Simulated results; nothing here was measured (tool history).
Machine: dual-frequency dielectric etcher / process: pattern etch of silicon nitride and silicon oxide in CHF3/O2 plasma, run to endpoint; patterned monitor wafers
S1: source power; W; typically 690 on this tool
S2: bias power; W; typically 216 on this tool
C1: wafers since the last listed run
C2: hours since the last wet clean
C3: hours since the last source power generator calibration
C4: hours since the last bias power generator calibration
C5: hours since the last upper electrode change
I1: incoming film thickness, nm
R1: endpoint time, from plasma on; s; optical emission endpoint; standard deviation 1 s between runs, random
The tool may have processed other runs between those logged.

| run | hour | S1 | S2 | C1 | C2 | C3 | C4 | C5 | I1 | R1 |
|---|---|---|---|---|---|---|---|---|---|---|
| 1 | 0.0 | 690 | 216 | 0 | 251.4 | 1062.7 | 2040.7 | 1555.5 | 191.0 | 117.7 |
| 2 | 56.8 | 690 | 216 | 420 | 308.2 | 1119.5 | 2097.5 | 1612.3 | 190.4 | 118.8 |
| 3 | 106.7 | 690 | 216 | 369 | 358.1 | 1169.4 | 2147.4 | 1662.2 | 190.3 | 117.3 |
| 4 | 214.9 | 690 | 216 | 801 | 466.3 | 1277.6 | 2255.6 | 1770.4 | 189.3 | 115.5 |
| 5 | 274.0 | 690 | 216 | 437 | 525.4 | 1336.7 | 2314.7 | 1829.5 | 190.8 | 116.9 |
|  | 304.7 | wet clean of the chamber |
| 6 | 305.2 | 690 | 216 | 53 | 0.5 | 1367.9 | 2345.9 | 1860.7 | 192.0 | 123.8 |
| 7 | 353.0 | 690 | 246 | 354 | 48.3 | 1415.7 | 2393.7 | 1908.5 | 193.3 | 114.3 |
| 8 | 399.9 | 690 | 216 | 347 | 95.2 | 1462.6 | 2440.6 | 1955.4 | 189.9 | 118.5 |
| 9 | 438.1 | 690 | 216 | 282 | 133.4 | 1500.8 | 2478.8 | 1993.6 | 188.1 | 117.8 |
| 10 | 489.9 | 690 | 216 | 383 | 185.2 | 1552.6 | 2530.6 | 2045.4 | 191.2 | 119.8 |
| 11 | 534.1 | 690 | 216 | 327 | 229.4 | 1596.8 | 2574.8 | 2089.6 | 190.1 | 116.8 |
| 12 | 583.7 | 690 | 216 | 367 | 279.0 | 1646.4 | 2624.4 | 2139.2 | 191.0 | 118.1 |
| 13 | 629.4 | 690 | 216 | 338 | 324.7 | 1692.1 | 2670.1 | 2184.9 | 191.0 | 116.2 |
| 14 | 655.4 | 690 | 216 | 192 | 350.7 | 1718.1 | 2696.1 | 2210.9 | 190.2 | 116.8 |
| 15 | 725.8 | 600 | 197 | 521 | 421.1 | 1788.5 | 2766.5 | 2281.3 | 190.4 | 132.8 |
|  | 774.9 | source power generator calibrated |
|  | 777.3 | wet clean of the chamber |
| 16 | 777.8 | 560 | 178 | 337 | 0.5 | 2.9 | 2818.5 | 2333.3 | 190.2 | 153.4 |
| 17 | 821.4 | 570 | 216 | 322 | 44.1 | 46.5 | 2862.1 | 2376.9 | 189.4 | 134.8 |
| 18 | 895.2 | 530 | 259 | 546 | 117.9 | 120.3 | 2935.9 | 2450.7 | 189.7 | 129.5 |
| 19 | 924.4 | 690 | 256 | 216 | 147.1 | 149.5 | 2965.1 | 2479.9 | 189.9 | 110.3 |
| 20 | 976.4 | 830 | 261 | 385 | 199.1 | 201.5 | 3017.1 | 2531.9 | 188.5 | 98.5 |
| 21 | 1039.1 | 690 | 246 | 464 | 261.8 | 264.2 | 3079.8 | 2594.6 | 190.5 | 111.9 |
| 22 | 1066.6 | 550 | 216 | 203 | 289.3 | 291.7 | 3107.3 | 2622.1 | 189.7 | 136.9 |
| 23 | 1115.7 | 690 | 216 | 363 | 338.4 | 340.8 | 3156.4 | 2671.2 | 188.5 | 118.4 |
| 24 | 1156.1 | 690 | 250 | 299 | 378.8 | 381.2 | 3196.8 | 2711.6 | 189.0 | 107.6 |
|  | 1237.4 | wet clean of the chamber |
| 25 | 1267.9 | 570 | 195 | 650 | 30.5 | 493.0 | 3308.6 | 2823.4 | 188.8 | 143.5 |
|  | 1313.1 | bias power generator calibrated |
| 26 | 1336.7 | 690 | 216 | 480 | 99.3 | 561.8 | 23.6 | 2892.2 | 190.0 | 122.2 |
| 27 | 1393.5 | 640 | 167 | 420 | 156.1 | 618.6 | 80.4 | 2949.0 | 189.6 | 146.7 |
| 28 | 1455.0 | 690 | 216 | 455 | 217.6 | 680.1 | 141.9 | 3010.5 | 190.6 | 119.5 |
|  | 1484.1 | upper electrode replaced |
| 29 | 1488.0 | 530 | 216 | 66 | 250.6 | 713.1 | 174.9 | 3.9 | 191.2 | 139.9 |
|  | 1696.2 | wet clean of the chamber |
| 30 | 1696.7 | 790 | 263 | 1368 | 0.5 | 921.8 | 383.6 | 212.6 | 190.4 | 104.7 |
| 31 | 1738.9 | 640 | 267 | 312 | 42.7 | 964.0 | 425.8 | 254.8 | 190.8 | 112.1 |
| 32 | 1768.5 | 830 | 243 | 219 | 72.3 | 993.6 | 455.4 | 284.4 | 190.7 | 104.7 |
| 33 | 1814.8 | 690 | 216 | 342 | 118.6 | 1039.9 | 501.7 | 330.7 | 188.6 | 120.0 |
| 34 | 1885.7 | 750 | 216 | 525 | 189.5 | 1110.8 | 572.6 | 401.6 | 188.6 | 115.0 |
| 35 | 1931.1 | 620 | 237 | 336 | 234.9 | 1156.2 | 618.0 | 447.0 | 191.2 | 120.9 |
| 36 | 1985.9 | 690 | 247 | 405 | 289.7 | 1211.0 | 672.8 | 501.8 | 191.8 | 111.1 |

Give the tool's hidden conditions for every run:
source power that arrives over what is set, %: 0, the same for each run
bias power that arrives over what is set, %: 0, the same for each run
H1: etch rate over this chamber's usual, %
| run | H1 |
|---|---|
| 1 | 2.62 |
| 2 | 3.22 |
| 3 | 3.75 |
| 4 | 4.89 |
| 5 | 5.52 |
| 6 | 0.854 |
| 7 | 1.36 |
| 8 | 1.86 |
| 9 | 2.26 |
| 10 | 2.81 |
| 11 | 3.27 |
| 12 | 3.8 |
| 13 | 4.28 |
| 14 | 4.56 |
| 15 | 5.3 |
| 16 | -1.19 |
| 17 | -0.726 |
| 18 | 0.0544 |
| 19 | 0.363 |
| 20 | 0.913 |
| 21 | 1.58 |
| 22 | 1.87 |
| 23 | 2.39 |
| 24 | 2.81 |
| 25 | -0.476 |
| 26 | 0.252 |
| 27 | 0.853 |
| 28 | 1.5 |
| 29 | 1.85 |
| 30 | -0.74 |
| 31 | -0.294 |
| 32 | 0.0193 |
| 33 | 0.509 |
| 34 | 1.26 |
| 35 | 1.74 |
| 36 | 2.32 |
